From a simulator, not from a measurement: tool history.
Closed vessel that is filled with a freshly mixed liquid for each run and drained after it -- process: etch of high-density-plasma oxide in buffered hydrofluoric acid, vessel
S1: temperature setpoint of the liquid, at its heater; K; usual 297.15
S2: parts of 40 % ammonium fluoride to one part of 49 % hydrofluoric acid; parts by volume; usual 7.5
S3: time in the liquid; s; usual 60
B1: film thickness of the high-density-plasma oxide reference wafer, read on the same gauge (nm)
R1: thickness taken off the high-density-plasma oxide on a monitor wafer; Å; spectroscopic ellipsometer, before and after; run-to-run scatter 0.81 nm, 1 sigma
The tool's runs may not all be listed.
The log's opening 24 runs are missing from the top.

run	day	S1	S2	S3	B1	R1
25	26.308	301.65	5.5	40	29.98	1293.0
26	29.383	297.15	10.5	75	30.00	1084.6
27	30.125	297.15	7.5	40	30.01	791.9
28	30.733	299.65	7.5	60	30.01	1378.0
29	31.746	298.65	7.5	70	30.05	1522.3
# day 32.662: thermometer replaced
30	33.150	294.15	10.0	90	29.99	1059.6
31	34.112	297.15	7.5	60	29.98	1095.4
32	34.796	299.65	9.5	90	29.99	1480.3

What if the next run were any one of these 3? Each begins from the tool's condition after run 32:
A	34.825	297.15	7.5	30	?	?
B	34.825	297.15	6.5	60	?	?
C	34.825	297.15	7.5	95	?	?

run	B1	R1
A	29.96	538.9
B	29.96	1232.3
C	29.96	1706.5
Stripped of hidden state, with their random variation kept, the same runs would have yielded:
run	R1
A	517.2
B	1188.3
C	1637.7

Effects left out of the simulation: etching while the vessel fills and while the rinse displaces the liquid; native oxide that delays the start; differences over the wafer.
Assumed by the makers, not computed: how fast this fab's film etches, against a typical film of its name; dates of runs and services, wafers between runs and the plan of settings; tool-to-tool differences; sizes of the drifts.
